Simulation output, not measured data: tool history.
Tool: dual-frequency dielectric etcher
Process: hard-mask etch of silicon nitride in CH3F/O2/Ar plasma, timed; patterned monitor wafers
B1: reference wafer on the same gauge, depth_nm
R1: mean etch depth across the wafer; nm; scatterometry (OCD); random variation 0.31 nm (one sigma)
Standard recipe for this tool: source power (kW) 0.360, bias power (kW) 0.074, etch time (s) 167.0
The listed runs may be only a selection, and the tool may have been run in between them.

{"run": 1, "hour": 0.0, "source power (kW)": 0.36, "bias power (kW)": 0.074, "etch time (s)": 149.0, "B1": 136.8, "R1": 102.6}
{"run": 2, "hour": 24.4, "source power (kW)": 0.3, "bias power (kW)": 0.085, "etch time (s)": 167.0, "B1": 136.8, "R1": 113.7}
{"run": 3, "hour": 55.4, "source power (kW)": 0.3, "bias power (kW)": 0.085, "etch time (s)": 167.0, "B1": 136.9, "R1": 113.7}
{"run": 4, "hour": 76.4, "source power (kW)": 0.36, "bias power (kW)": 0.088, "etch time (s)": 167.0, "B1": 137.1, "R1": 122.6}
{"run": 5, "hour": 111.9, "source power (kW)": 0.36, "bias power (kW)": 0.088, "etch time (s)": 167.0, "B1": 136.9, "R1": 122.9}
{"run": 6, "hour": 137.7, "source power (kW)": 0.36, "bias power (kW)": 0.088, "etch time (s)": 167.0, "B1": 137.1, "R1": 122.6}
{"run": 7, "hour": 154.3, "source power (kW)": 0.36, "bias power (kW)": 0.063, "etch time (s)": 177.5, "B1": 136.9, "R1": 115.4}
{"hour": 197.7, "done": "upper electrode replaced"}
{"run": 8, "hour": 198.2, "source power (kW)": 0.36, "bias power (kW)": 0.063, "etch time (s)": 177.5, "B1": 136.9, "R1": 115.1}
{"run": 9, "hour": 198.6, "source power (kW)": 0.36, "bias power (kW)": 0.063, "etch time (s)": 177.5, "B1": 137.1, "R1": 115.1}
{"run": 10, "hour": 210.4, "source power (kW)": 0.36, "bias power (kW)": 0.068, "etch time (s)": 129.0, "B1": 137.1, "R1": 86.2}
{"run": 11, "hour": 226.0, "source power (kW)": 0.36, "bias power (kW)": 0.074, "etch time (s)": 167.0, "B1": 137.1, "R1": 114.8}
{"hour": 240.9, "done": "gauge calibrated"}
{"run": 12, "hour": 256.9, "source power (kW)": 0.36, "bias power (kW)": 0.074, "etch time (s)": 167.0, "B1": 137.0, "R1": 115.0}
{"run": 13, "hour": 270.3, "source power (kW)": 0.36, "bias power (kW)": 0.083, "etch time (s)": 182.5, "B1": 137.1, "R1": 131.4}
{"run": 14, "hour": 283.3, "source power (kW)": 0.36, "bias power (kW)": 0.074, "etch time (s)": 167.0, "B1": 137.0, "R1": 115.1}
{"hour": 319.6, "done": "wet clean of the chamber"}
{"run": 15, "hour": 320.1, "source power (kW)": 0.33, "bias power (kW)": 0.074, "etch time (s)": 197.0, "B1": 137.0, "R1": 131.5}
{"run": 16, "hour": 345.6, "source power (kW)": 0.45, "bias power (kW)": 0.074, "etch time (s)": 145.0, "B1": 137.2, "R1": 108.2}
{"run": 17, "hour": 370.2, "source power (kW)": 0.41, "bias power (kW)": 0.074, "etch time (s)": 141.0, "B1": 137.0, "R1": 101.8}
{"run": 18, "hour": 394.3, "source power (kW)": 0.28, "bias power (kW)": 0.068, "etch time (s)": 167.0, "B1": 137.0, "R1": 101.7}
{"hour": 415.2, "done": "bias power generator calibrated"}
{"run": 19, "hour": 418.8, "source power (kW)": 0.45, "bias power (kW)": 0.081, "etch time (s)": 204.5, "B1": 137.1, "R1": 158.3}
{"hour": 433.0, "done": "source power generator calibrated"}
{"run": 20, "hour": 452.5, "source power (kW)": 0.36, "bias power (kW)": 0.074, "etch time (s)": 167.0, "B1": 137.1, "R1": 115.1}
{"run": 21, "hour": 518.5, "source power (kW)": 0.36, "bias power (kW)": 0.074, "etch time (s)": 167.0, "B1": 137.0, "R1": 114.7}
{"run": 22, "hour": 531.7, "source power (kW)": 0.36, "bias power (kW)": 0.083, "etch time (s)": 182.5, "B1": 137.1, "R1": 131.9}
{"run": 23, "hour": 546.6, "source power (kW)": 0.31, "bias power (kW)": 0.087, "etch time (s)": 216.5, "B1": 136.9, "R1": 150.4}
{"run": 24, "hour": 566.8, "source power (kW)": 0.33, "bias power (kW)": 0.089, "etch time (s)": 122.5, "B1": 136.9, "R1": 87.9}
{"run": 25, "hour": 598.7, "source power (kW)": 0.36, "bias power (kW)": 0.089, "etch time (s)": 128.0, "B1": 137.0, "R1": 94.5}
{"run": 26, "hour": 631.4, "source power (kW)": 0.43, "bias power (kW)": 0.085, "etch time (s)": 146.0, "B1": 137.0, "R1": 112.7}
{"run": 27, "hour": 650.8, "source power (kW)": 0.27, "bias power (kW)": 0.068, "etch time (s)": 153.0, "B1": 137.0, "R1": 92.2}
{"run": 28, "hour": 686.2, "source power (kW)": 0.36, "bias power (kW)": 0.081, "etch time (s)": 197.5, "B1": 137.1, "R1": 140.7}
{"run": 29, "hour": 703.8, "source power (kW)": 0.36, "bias power (kW)": 0.074, "etch time (s)": 167.0, "B1": 137.0, "R1": 115.1}

5 ways to go on from here, each from the tool as it stands after run 29. What would each give?
{"run": "A", "hour": 704.3, "source power (kW)": 0.36, "bias power (kW)": 0.074, "etch time (s)": 167.0, "B1": "?", "R1": "?"}
{"run": "B", "hour": 704.3, "source power (kW)": 0.3, "bias power (kW)": 0.059, "etch time (s)": 203.0, "B1": "?", "R1": "?"}
{"run": "C", "hour": 704.3, "source power (kW)": 0.36, "bias power (kW)": 0.057, "etch time (s)": 210.5, "B1": "?", "R1": "?"}
{"run": "D", "hour": 704.3, "source power (kW)": 0.39, "bias power (kW)": 0.074, "etch time (s)": 167.0, "B1": "?", "R1": "?"}
{"run": "E", "hour": 704.3, "source power (kW)": 0.41, "bias power (kW)": 0.074, "etch time (s)": 132.0, "B1": "?", "R1": "?"}

run=A B1=136.8 R1=114.7
run=B B1=136.8 R1=120.2
run=C B1=136.8 R1=131.6
run=D B1=136.8 R1=118.1
run=E B1=136.8 R1=95.1
What these runs would have given with no unlogged condition in the tool:
run=A R1=114.7
run=B R1=120.2
run=C R1=131.6
run=D R1=118.1
run=E R1=95.1
